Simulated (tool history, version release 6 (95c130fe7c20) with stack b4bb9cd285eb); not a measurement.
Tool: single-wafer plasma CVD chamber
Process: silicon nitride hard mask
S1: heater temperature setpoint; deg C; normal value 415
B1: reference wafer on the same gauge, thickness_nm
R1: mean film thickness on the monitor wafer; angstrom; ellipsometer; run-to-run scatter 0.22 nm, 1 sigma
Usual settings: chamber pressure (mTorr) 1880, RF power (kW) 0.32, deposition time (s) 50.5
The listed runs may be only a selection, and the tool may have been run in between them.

{"run": 1, "hour": 0.0, "S1": 415, "chamber pressure (mTorr)": 1670, "RF power (kW)": 0.335, "deposition time (s)": 50.5, "B1": 74.855, "R1": 632.67}
{"run": 2, "hour": 40.0, "S1": 415, "chamber pressure (mTorr)": 1670, "RF power (kW)": 0.335, "deposition time (s)": 50.5, "B1": 74.817, "R1": 628.75}
{"run": 3, "hour": 99.7, "S1": 415, "chamber pressure (mTorr)": 1880, "RF power (kW)": 0.345, "deposition time (s)": 50.5, "B1": 74.85, "R1": 667.15}
{"run": 4, "hour": 161.0, "S1": 415, "chamber pressure (mTorr)": 1880, "RF power (kW)": 0.345, "deposition time (s)": 50.5, "B1": 74.747, "R1": 662.71}
{"run": 5, "hour": 232.4, "S1": 415, "chamber pressure (mTorr)": 1880, "RF power (kW)": 0.32, "deposition time (s)": 50.5, "B1": 74.804, "R1": 615.03}
{"run": 6, "hour": 257.3, "S1": 415, "chamber pressure (mTorr)": 1880, "RF power (kW)": 0.32, "deposition time (s)": 50.5, "B1": 74.747, "R1": 610.35}
{"run": 7, "hour": 293.3, "S1": 415, "chamber pressure (mTorr)": 1880, "RF power (kW)": 0.32, "deposition time (s)": 50.5, "B1": 74.742, "R1": 613.87}
{"run": 8, "hour": 323.8, "S1": 415, "chamber pressure (mTorr)": 1880, "RF power (kW)": 0.32, "deposition time (s)": 50.5, "B1": 74.837, "R1": 611.81}
{"hour": 365.5, "done": "capacitance manometer re-zeroed and calibrated"}
{"run": 9, "hour": 377.3, "S1": 415, "chamber pressure (mTorr)": 1880, "RF power (kW)": 0.32, "deposition time (s)": 54.7, "B1": 74.863, "R1": 670.87}
{"run": 10, "hour": 437.6, "S1": 415, "chamber pressure (mTorr)": 1880, "RF power (kW)": 0.295, "deposition time (s)": 50.5, "B1": 74.803, "R1": 569.61}
{"run": 11, "hour": 471.3, "S1": 415, "chamber pressure (mTorr)": 2080, "RF power (kW)": 0.305, "deposition time (s)": 41.7, "B1": 74.734, "R1": 495.88}
{"run": 12, "hour": 507.4, "S1": 415, "chamber pressure (mTorr)": 1880, "RF power (kW)": 0.32, "deposition time (s)": 50.5, "B1": 74.955, "R1": 612.93}
{"hour": 539.2, "done": "RF generator calibrated"}
{"run": 13, "hour": 563.8, "S1": 415, "chamber pressure (mTorr)": 1470, "RF power (kW)": 0.32, "deposition time (s)": 45.2, "B1": 74.813, "R1": 541.64}
{"hour": 581.0, "done": "gauge calibrated"}
{"hour": 606.8, "done": "thermocouple changed; heater temperature recalibrated"}
{"run": 14, "hour": 629.4, "S1": 406, "chamber pressure (mTorr)": 1880, "RF power (kW)": 0.32, "deposition time (s)": 50.5, "B1": 74.87, "R1": 643.6}
{"hour": 756.6, "done": "showerhead replaced"}
{"run": 15, "hour": 791.1, "S1": 415, "chamber pressure (mTorr)": 1570, "RF power (kW)": 0.32, "deposition time (s)": 50.5, "B1": 74.804, "R1": 613.89}
{"run": 16, "hour": 851.2, "S1": 422, "chamber pressure (mTorr)": 2030, "RF power (kW)": 0.375, "deposition time (s)": 42.9, "B1": 74.833, "R1": 639.96}
{"run": 17, "hour": 917.7, "S1": 415, "chamber pressure (mTorr)": 1880, "RF power (kW)": 0.34, "deposition time (s)": 50.5, "B1": 74.728, "R1": 676.88}
{"run": 18, "hour": 988.3, "S1": 415, "chamber pressure (mTorr)": 1880, "RF power (kW)": 0.32, "deposition time (s)": 50.5, "B1": 74.835, "R1": 634.16}
{"run": 19, "hour": 1013.5, "S1": 415, "chamber pressure (mTorr)": 1880, "RF power (kW)": 0.32, "deposition time (s)": 50.5, "B1": 74.645, "R1": 635.58}

5 ways to go on from here, each from the tool as it stands after run 19. What would each give?
{"run": "A", "hour": 1013.9, "S1": 411, "chamber pressure (mTorr)": 1880, "RF power (kW)": 0.32, "deposition time (s)": 50.5, "B1": "?", "R1": "?"}
{"run": "B", "hour": 1013.9, "S1": 430, "chamber pressure (mTorr)": 2200, "RF power (kW)": 0.32, "deposition time (s)": 55.1, "B1": "?", "R1": "?"}
{"run": "C", "hour": 1013.9, "S1": 405, "chamber pressure (mTorr)": 2170, "RF power (kW)": 0.375, "deposition time (s)": 54.6, "B1": "?", "R1": "?"}
{"run": "D", "hour": 1013.9, "S1": 419, "chamber pressure (mTorr)": 1880, "RF power (kW)": 0.295, "deposition time (s)": 57.8, "B1": "?", "R1": "?"}
{"run": "E", "hour": 1013.9, "S1": 415, "chamber pressure (mTorr)": 1880, "RF power (kW)": 0.32, "deposition time (s)": 53.1, "B1": "?", "R1": "?"}

run=A B1=74.904 R1=641.6
run=B B1=74.904 R1=722.31
run=C B1=74.904 R1=829.19
run=D B1=74.904 R1=675.27
run=E B1=74.904 R1=673.51
The same runs, with their run-to-run variation unchanged, on a tool lacking any hidden condition would have given:
run=A R1=659.4
run=B R1=741.36
run=C R1=850.14
run=D R1=694.21
run=E R1=692.21
